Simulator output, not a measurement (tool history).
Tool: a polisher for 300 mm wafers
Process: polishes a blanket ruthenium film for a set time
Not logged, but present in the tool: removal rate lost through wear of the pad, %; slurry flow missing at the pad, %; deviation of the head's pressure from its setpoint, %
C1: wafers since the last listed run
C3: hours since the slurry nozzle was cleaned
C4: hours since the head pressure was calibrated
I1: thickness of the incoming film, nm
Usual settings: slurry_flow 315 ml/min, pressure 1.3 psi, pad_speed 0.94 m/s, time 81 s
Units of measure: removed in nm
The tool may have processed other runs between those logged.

{"run": 1, "hour": 0.0, "slurry_flow": 315, "pressure": 1.3, "pad_speed": 0.94, "time": 81, "C1": 0, "wafers polished on this pad": 1331, "C3": 251.2, "C4": 665.4, "I1": 344.3, "removed": 44.4}
{"hour": 5.7, "done": "slurry nozzle cleaned"}
{"run": 2, "hour": 14.6, "slurry_flow": 315, "pressure": 1.3, "pad_speed": 0.94, "time": 81, "C1": 178, "wafers polished on this pad": 1509, "C3": 8.9, "C4": 680, "I1": 338.3, "removed": 45.3}
{"hour": 18.6, "done": "worn pad replaced by a new one"}
{"run": 3, "hour": 49.5, "slurry_flow": 315, "pressure": 1.3, "pad_speed": 0.94, "time": 81, "C1": 404, "wafers polished on this pad": 404, "C3": 43.8, "C4": 714.9, "I1": 335.9, "removed": 44.8}
{"run": 4, "hour": 75.9, "slurry_flow": 395, "pressure": 1.3, "pad_speed": 0.94, "time": 81, "C1": 346, "wafers polished on this pad": 750, "C3": 70.2, "C4": 741.3, "I1": 341, "removed": 45}
{"run": 5, "hour": 110.4, "slurry_flow": 395, "pressure": 1.3, "pad_speed": 0.94, "time": 81, "C1": 452, "wafers polished on this pad": 1202, "C3": 104.7, "C4": 775.8, "I1": 335.9, "removed": 45.6}
{"hour": 136.1, "done": "worn pad replaced by a new one"}
{"run": 6, "hour": 145.2, "slurry_flow": 395, "pressure": 1.3, "pad_speed": 0.94, "time": 81, "C1": 403, "wafers polished on this pad": 118, "C3": 139.5, "C4": 810.6, "I1": 337.4, "removed": 45.2}
{"run": 7, "hour": 194.1, "slurry_flow": 315, "pressure": 1.3, "pad_speed": 0.94, "time": 81, "C1": 640, "wafers polished on this pad": 759, "C3": 188.4, "C4": 859.5, "I1": 339.4, "removed": 44.5}
{"run": 8, "hour": 219.5, "slurry_flow": 315, "pressure": 1.6, "pad_speed": 0.94, "time": 81, "C1": 332, "wafers polished on this pad": 1092, "C3": 213.8, "C4": 884.9, "I1": 346.1, "removed": 54.7}
{"hour": 239.0, "done": "worn pad replaced by a new one"}
{"run": 9, "hour": 249.0, "slurry_flow": 315, "pressure": 1.6, "pad_speed": 0.94, "time": 81, "C1": 334, "wafers polished on this pad": 130, "C3": 243.3, "C4": 914.4, "I1": 336.3, "removed": 54.8}
{"run": 10, "hour": 263.9, "slurry_flow": 400, "pressure": 1.1, "pad_speed": 0.94, "time": 103, "C1": 195, "wafers polished on this pad": 325, "C3": 258.2, "C4": 929.3, "I1": 341.7, "removed": 48.9}
{"hour": 267.7, "done": "head pressure recalibrated"}
{"hour": 283.5, "done": "slurry nozzle cleaned"}
{"run": 11, "hour": 298.1, "slurry_flow": 400, "pressure": 1.1, "pad_speed": 0.94, "time": 103, "C1": 408, "wafers polished on this pad": 734, "C3": 14.6, "C4": 30.4, "I1": 341.9, "removed": 52.4}
{"run": 12, "hour": 328.6, "slurry_flow": 240, "pressure": 1.5, "pad_speed": 0.74, "time": 100, "C1": 399, "wafers polished on this pad": 1134, "C3": 45.1, "C4": 60.9, "I1": 344.9, "removed": 52}
{"hour": 365.2, "done": "worn pad replaced by a new one"}
{"run": 13, "hour": 401.9, "slurry_flow": 350, "pressure": 0.9, "pad_speed": 0.62, "time": 58, "C1": 908, "wafers polished on this pad": 480, "C3": 118.4, "C4": 134.2, "I1": 341.2, "removed": 15.7}
{"run": 14, "hour": 427.5, "slurry_flow": 315, "pressure": 1.3, "pad_speed": 0.94, "time": 67, "C1": 335, "wafers polished on this pad": 816, "C3": 144, "C4": 159.8, "I1": 342.6, "removed": 39.3}
{"run": 15, "hour": 458.0, "slurry_flow": 210, "pressure": 1.7, "pad_speed": 0.7, "time": 67, "C1": 399, "wafers polished on this pad": 1215, "C3": 174.5, "C4": 190.3, "I1": 336.6, "removed": 35.6}
{"run": 16, "hour": 478.6, "slurry_flow": 315, "pressure": 1.3, "pad_speed": 0.94, "time": 81, "C1": 269, "wafers polished on this pad": 1485, "C3": 195.1, "C4": 210.9, "I1": 342, "removed": 46}
{"hour": 491.9, "done": "worn pad replaced by a new one"}
{"run": 17, "hour": 512.6, "slurry_flow": 315, "pressure": 0.9, "pad_speed": 0.84, "time": 81, "C1": 393, "wafers polished on this pad": 271, "C3": 229.1, "C4": 244.9, "I1": 342.3, "removed": 28.1}
{"run": 18, "hour": 542.8, "slurry_flow": 315, "pressure": 1.3, "pad_speed": 1.16, "time": 81, "C1": 395, "wafers polished on this pad": 667, "C3": 259.3, "C4": 275.1, "I1": 333.8, "removed": 56.8}
{"hour": 561.3, "done": "slurry nozzle cleaned"}
{"run": 19, "hour": 564.7, "slurry_flow": 315, "pressure": 1.3, "pad_speed": 0.94, "time": 81, "C1": 273, "wafers polished on this pad": 941, "C3": 3.4, "C4": 297, "I1": 337.4, "removed": 46}

What if the next run were any one of these 4? Each begins from the tool's condition after run 19:
{"run": "A", "hour": 565.1, "slurry_flow": 315, "pressure": 1.3, "pad_speed": 0.94, "time": 89, "C1": 5, "wafers polished on this pad": 946, "C3": 3.8, "C4": 297.4, "I1": 338.8, "removed": "?"}
{"run": "B", "hour": 565.1, "slurry_flow": 315, "pressure": 1.1, "pad_speed": 1.2, "time": 81, "C1": 5, "wafers polished on this pad": 946, "C3": 3.8, "C4": 297.4, "I1": 338.8, "removed": "?"}
{"run": "C", "hour": 565.1, "slurry_flow": 240, "pressure": 1.3, "pad_speed": 0.94, "time": 64, "C1": 5, "wafers polished on this pad": 946, "C3": 3.8, "C4": 297.4, "I1": 338.8, "removed": "?"}
{"run": "D", "hour": 565.1, "slurry_flow": 225, "pressure": 1.3, "pad_speed": 0.94, "time": 99, "C1": 5, "wafers polished on this pad": 946, "C3": 3.8, "C4": 297.4, "I1": 338.8, "removed": "?"}

run=A removed=51.1
run=B removed=50.2
run=C removed=35.7
run=D removed=54.7
With the hidden condition removed and each run's random variation left untouched, the same runs would have given:
run=A removed=54.2
run=B removed=53.3
run=C removed=37.8
run=D removed=58
